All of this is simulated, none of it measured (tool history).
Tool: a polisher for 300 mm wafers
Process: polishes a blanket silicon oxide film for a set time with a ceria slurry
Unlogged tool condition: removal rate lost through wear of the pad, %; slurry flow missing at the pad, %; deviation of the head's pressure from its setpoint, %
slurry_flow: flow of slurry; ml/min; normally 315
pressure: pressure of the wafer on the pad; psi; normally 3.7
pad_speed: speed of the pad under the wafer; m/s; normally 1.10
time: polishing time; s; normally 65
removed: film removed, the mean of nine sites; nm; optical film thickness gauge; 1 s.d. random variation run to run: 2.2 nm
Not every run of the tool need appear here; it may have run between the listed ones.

| run | hour | slurry_flow | pressure | pad_speed | time | wafers since the last listed run | wafers polished on this pad | hours since the slurry nozzle was cleaned | hours since the head pressure was calibrated | incoming thickness of the incoming film, nm | removed |
|---|---|---|---|---|---|---|---|---|---|---|---|
| 1 | 0.0 | 315 | 3.7 | 1.02 | 65 | 0 | 617 | 234.9 | 222.2 | 1047.2 | 322.5 |
| 2 | 34.4 | 315 | 3.7 | 1.02 | 65 | 324 | 942 | 269.3 | 256.6 | 1040.6 | 324.3 |
| 3 | 57.8 | 315 | 3.7 | 1.10 | 65 | 220 | 1162 | 292.7 | 280.0 | 1046.0 | 341.0 |
| 4 | 75.2 | 315 | 3.7 | 1.10 | 65 | 164 | 1326 | 310.1 | 297.4 | 1044.4 | 337.1 |
| 5 | 103.8 | 315 | 3.7 | 1.10 | 65 | 269 | 1596 | 338.7 | 326.0 | 1045.3 | 335.3 |
| 6 | 119.1 | 315 | 3.7 | 1.10 | 65 | 144 | 1740 | 354.0 | 341.3 | 1032.5 | 338.8 |
| 7 | 149.8 | 315 | 3.7 | 1.10 | 65 | 289 | 2030 | 384.7 | 372.0 | 1040.2 | 336.2 |
|  | 174.4 | worn pad replaced by a new one |
| 8 | 182.3 | 315 | 3.7 | 1.10 | 65 | 268 | 74 | 417.2 | 404.5 | 1057.3 | 335.3 |
| 9 | 195.4 | 315 | 3.7 | 1.10 | 65 | 123 | 197 | 430.3 | 417.6 | 1035.5 | 337.4 |
| 10 | 224.3 | 315 | 3.7 | 1.10 | 65 | 272 | 470 | 459.2 | 446.5 | 1026.8 | 337.2 |
| 11 | 242.2 | 315 | 3.7 | 1.10 | 65 | 168 | 639 | 477.1 | 464.4 | 1058.5 | 334.7 |
| 12 | 256.5 | 315 | 3.7 | 1.10 | 65 | 134 | 774 | 491.4 | 478.7 | 1030.0 | 332.8 |
| 13 | 283.5 | 315 | 3.7 | 1.10 | 65 | 254 | 1028 | 518.4 | 505.7 | 1043.0 | 334.9 |
| 14 | 300.9 | 315 | 3.7 | 1.10 | 65 | 164 | 1192 | 535.8 | 523.1 | 1048.1 | 331.6 |
| 15 | 333.6 | 315 | 3.7 | 1.10 | 65 | 308 | 1501 | 568.5 | 555.8 | 1053.1 | 336.6 |
| 16 | 348.1 | 315 | 3.7 | 1.10 | 72 | 136 | 1637 | 583.0 | 570.3 | 1047.7 | 371.4 |
| 17 | 366.4 | 315 | 4.5 | 1.10 | 65 | 172 | 1810 | 601.3 | 588.6 | 1038.9 | 407.7 |
|  | 397.6 | slurry nozzle cleaned |
| 18 | 398.1 | 315 | 3.7 | 1.10 | 65 | 289 | 2099 | 0.5 | 620.3 | 1028.3 | 330.5 |
|  | 422.9 | worn pad replaced by a new one |
| 19 | 431.7 | 380 | 3.7 | 1.10 | 73 | 279 | 82 | 34.1 | 653.9 | 1045.0 | 381.0 |
| 20 | 457.9 | 315 | 3.7 | 1.10 | 65 | 247 | 329 | 60.3 | 680.1 | 1052.5 | 334.4 |
| 21 | 493.7 | 390 | 4.4 | 1.40 | 85 | 337 | 667 | 96.1 | 715.9 | 1038.4 | 612.2 |
| 22 | 516.2 | 240 | 3.7 | 1.10 | 45 | 212 | 879 | 118.6 | 738.4 | 1029.6 | 228.0 |
| 23 | 547.6 | 400 | 4.7 | 1.20 | 79 | 296 | 1175 | 150.0 | 769.8 | 1037.2 | 556.7 |
|  | 575.5 | head pressure recalibrated |
| 24 | 598.9 | 315 | 3.7 | 0.84 | 88 | 464 | 1640 | 201.3 | 23.4 | 1026.3 | 398.7 |
| 25 | 624.2 | 240 | 3.7 | 1.10 | 45 | 238 | 1879 | 226.6 | 48.7 | 1039.1 | 230.3 |
|  | 644.4 | worn pad replaced by a new one, of another model than before |
| 26 | 652.6 | 315 | 3.7 | 1.10 | 65 | 230 | 77 | 255.0 | 77.1 | 1050.4 | 344.1 |
| 27 | 672.5 | 315 | 3.7 | 1.10 | 65 | 187 | 265 | 274.9 | 97.0 | 1024.5 | 345.8 |
| 28 | 706.7 | 315 | 3.7 | 0.96 | 76 | 322 | 587 | 309.1 | 131.2 | 1050.2 | 348.3 |
| 29 | 720.2 | 285 | 4.5 | 1.10 | 65 | 127 | 714 | 322.6 | 144.7 | 1036.8 | 375.8 |
| 30 | 736.3 | 315 | 4.5 | 1.10 | 65 | 151 | 866 | 338.7 | 160.8 | 1048.2 | 373.6 |
| 31 | 771.6 | 260 | 3.7 | 1.30 | 80 | 332 | 1199 | 374.0 | 196.1 | 1063.7 | 489.5 |
| 32 | 812.1 | 315 | 3.7 | 1.10 | 65 | 381 | 1581 | 414.5 | 236.6 | 1025.9 | 345.6 |
| 33 | 827.8 | 210 | 3.7 | 1.10 | 82 | 148 | 1729 | 430.2 | 252.3 | 1046.7 | 420.3 |
|  | 835.8 | worn pad replaced by a new one |
| 34 | 900.8 | 380 | 3.7 | 1.10 | 73 | 650 | 613 | 503.2 | 325.3 | 1038.9 | 389.8 |
| 35 | 971.8 | 220 | 2.8 | 0.80 | 80 | 669 | 1282 | 574.2 | 396.3 | 1030.0 | 261.3 |
| 36 | 991.2 | 425 | 2.9 | 1.10 | 65 | 182 | 1465 | 593.6 | 415.7 | 1033.3 | 308.7 |

5 ways to go on from here, each from the tool as it stands after run 36. What would each give?
| A | 991.6 | 315 | 3.7 | 1.10 | 65 | 3 | 1469 | 594.0 | 416.1 | 1053.6 | ? |
| B | 991.6 | 315 | 4.9 | 0.84 | 65 | 3 | 1469 | 594.0 | 416.1 | 1053.6 | ? |
| C | 991.6 | 205 | 2.5 | 0.92 | 53 | 3 | 1469 | 594.0 | 416.1 | 1053.6 | ? |
| D | 991.6 | 315 | 3.7 | 1.20 | 53 | 3 | 1469 | 594.0 | 416.1 | 1053.6 | ? |
| E | 991.6 | 315 | 3.7 | 1.36 | 65 | 3 | 1469 | 594.0 | 416.1 | 1053.6 | ? |

| run | removed |
|---|---|
| A | 340.9 |
| B | 305.5 |
| C | 190.7 |
| D | 302.7 |
| E | 419.8 |
Stripped of hidden state, with their random variation kept, the same runs would have yielded:
| run | removed |
|---|---|
| A | 346.9 |
| B | 310.9 |
| C | 194.1 |
| D | 308.1 |
| E | 427.3 |
